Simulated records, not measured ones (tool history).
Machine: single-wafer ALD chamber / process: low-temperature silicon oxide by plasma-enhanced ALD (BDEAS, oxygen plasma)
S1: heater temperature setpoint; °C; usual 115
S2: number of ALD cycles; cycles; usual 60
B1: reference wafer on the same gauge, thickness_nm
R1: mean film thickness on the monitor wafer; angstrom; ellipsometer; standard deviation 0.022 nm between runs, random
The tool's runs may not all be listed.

{"run": 1, "hour": 0.0, "S1": 115, "S2": 60, "B1": 9.834, "R1": 88.84}
{"run": 2, "hour": 11.2, "S1": 115, "S2": 60, "B1": 9.835, "R1": 89.15}
{"run": 3, "hour": 21.6, "S1": 103, "S2": 60, "B1": 9.844, "R1": 90.93}
{"run": 4, "hour": 38.6, "S1": 115, "S2": 60, "B1": 9.854, "R1": 88.63}
{"run": 5, "hour": 53.2, "S1": 115, "S2": 60, "B1": 9.857, "R1": 88.91}
{"run": 6, "hour": 67.8, "S1": 115, "S2": 60, "B1": 9.858, "R1": 88.78}
{"run": 7, "hour": 83.1, "S1": 115, "S2": 60, "B1": 9.866, "R1": 89.19}
{"run": 8, "hour": 97.7, "S1": 115, "S2": 60, "B1": 9.867, "R1": 89.44}
{"run": 9, "hour": 109.3, "S1": 115, "S2": 60, "B1": 9.872, "R1": 89.1}
{"run": 10, "hour": 124.4, "S1": 115, "S2": 60, "B1": 9.88, "R1": 88.71}
{"run": 11, "hour": 140.8, "S1": 107, "S2": 60, "B1": 9.888, "R1": 90.84}
{"run": 12, "hour": 150.0, "S1": 115, "S2": 60, "B1": 9.895, "R1": 89.23}
{"run": 13, "hour": 201.9, "S1": 115, "S2": 60, "B1": 9.916, "R1": 89.23}
{"run": 14, "hour": 214.7, "S1": 115, "S2": 60, "B1": 9.928, "R1": 88.98}
{"run": 15, "hour": 231.3, "S1": 115, "S2": 60, "B1": 9.938, "R1": 90.07}
{"run": 16, "hour": 242.2, "S1": 115, "S2": 60, "B1": 9.948, "R1": 89.99}
{"run": 17, "hour": 253.9, "S1": 115, "S2": 68, "B1": 9.953, "R1": 101.82}
{"run": 18, "hour": 270.3, "S1": 115, "S2": 60, "B1": 9.968, "R1": 90.06}
{"run": 19, "hour": 285.7, "S1": 123, "S2": 49, "B1": 9.978, "R1": 72.3}
{"hour": 337.1, "done": "thermocouple changed; heater temperature recalibrated"}
{"hour": 337.6, "done": "gauge calibrated"}
{"run": 20, "hour": 337.6, "S1": 129, "S2": 52, "B1": 9.83, "R1": 74.91}
{"run": 21, "hour": 341.3, "S1": 105, "S2": 70, "B1": 9.824, "R1": 106.01}
{"run": 22, "hour": 347.6, "S1": 102, "S2": 60, "B1": 9.825, "R1": 90.71}

Run 23 has not been measured yet. What should we expect?
{"run": 23, "hour": 356.5, "S1": 110, "S2": 69, "B1": "?", "R1": "?"}

B1: 9.834
R1: 102.73 angstrom
Without the tool's hidden state the same run would have given R1 102.74 angstrom.

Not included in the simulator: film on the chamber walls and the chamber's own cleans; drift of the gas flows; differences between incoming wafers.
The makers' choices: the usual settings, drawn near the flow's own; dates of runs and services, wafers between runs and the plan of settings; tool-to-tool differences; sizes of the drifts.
